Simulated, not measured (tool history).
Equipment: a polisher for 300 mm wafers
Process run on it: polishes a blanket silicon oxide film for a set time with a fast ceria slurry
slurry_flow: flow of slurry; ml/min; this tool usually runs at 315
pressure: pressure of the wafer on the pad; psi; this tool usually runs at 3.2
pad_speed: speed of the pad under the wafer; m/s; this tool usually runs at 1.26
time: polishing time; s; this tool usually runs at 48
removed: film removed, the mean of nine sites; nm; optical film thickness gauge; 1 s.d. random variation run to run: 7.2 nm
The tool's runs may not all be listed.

run   hour  slurry_flow  pressure  pad_speed  time  wafers since the last listed run  wafers polished on this pad  hours since the slurry nozzle was cleaned  hours since the head pressure was calibrated  incoming thickness of the incoming film, nm  removed
  1    0.0          315       3.2       1.26    48                                 0                         2124                                      101.7                                         321.6                                       3112.0    891.0
       4.1  -- worn pad replaced by a new one
  2   45.6          315       3.2       1.26    48                               552                          552                                      147.3                                         367.2                                       3133.4    877.1
  3  101.1          315       3.2       1.26    48                               737                         1289                                      202.8                                         422.7                                       3066.2    877.7
  4  162.8          315       3.2       1.26    48                               820                         2110                                      264.5                                         484.4                                       3109.4    856.8
     177.9  -- worn pad replaced by a new one
  5  206.1          315       3.2       1.26    48                               522                          374                                      307.8                                         527.7                                       3091.5    860.0
  6  263.0          315       3.5       1.26    48                               756                         1130                                      364.7                                         584.6                                       3090.2    936.4
     318.9  -- worn pad replaced by a new one
  7  330.4          315       3.5       1.26    48                               842                          152                                      432.1                                         652.0                                       3024.8    914.1
     333.5  -- slurry nozzle cleaned
  8  386.9          350       3.2       1.26    48                               737                          890                                       53.4                                         708.5                                       3063.5    917.4
  9  478.9          210       3.2       1.26    39                              1222                         2113                                      145.4                                         800.5                                       3094.6    673.5
     491.0  -- worn pad replaced by a new one
 10  503.4          315       2.1       1.26    48                               272                          164                                      169.9                                         825.0                                       3060.0    574.3
     541.4  -- head pressure recalibrated
 11  541.9          315       3.2       0.84    48                               485                          650                                      208.4                                           0.5                                       3081.2    590.2
 12  593.7          315       3.2       0.86    54                               688                         1338                                      260.2                                          52.3                                       3092.9    665.8
     651.2  -- worn pad replaced by a new one
 13  654.8          315       3.2       1.26    48                               758                           48                                      321.3                                         113.4                                       3042.4    843.4
 14  692.3          315       3.2       1.26    48                               498                          546                                      358.8                                         150.9                                       3059.9    851.4
 15  720.7          315       3.2       1.02    62                               377                          924                                      387.2                                         179.3                                       3030.8    883.1
 16  752.2          235       2.4       1.48    61                               418                         1342                                      418.7                                         210.8                                       3104.9    893.6
     816.3  -- worn pad replaced by a new one
 17  816.8          220       3.7       1.26    63                               805                            6                                      483.3                                         275.4                                       3122.1   1169.3

Each row is a separate what-if for the run after 17, all from the same tool condition, not one after another. Results?
  A  817.2          315       2.8       1.26    48                                 5                           11                                      483.7                                         275.8                                       3091.1        ?
  B  817.2          365       3.7       1.26    37                                 5                           11                                      483.7                                         275.8                                       3091.1        ?
  C  817.2          360       3.2       1.10    48                                 5                           11                                      483.7                                         275.8                                       3091.1        ?
  D  817.2          315       3.2       1.26    59                                 5                           11                                      483.7                                         275.8                                       3091.1        ?
  E  817.2          405       3.2       1.66    61                                 5                           11                                      483.7                                         275.8                                       3091.1        ?

run  removed
  A    732.0
  B    764.7
  C    747.4
  D   1028.3
  E   1458.9
Take away the tool's hidden state, keep each run's random variation, and the runs would have read:
run  removed
  A    799.0
  B    824.3
  C    806.6
  D   1122.4
  E   1560.7
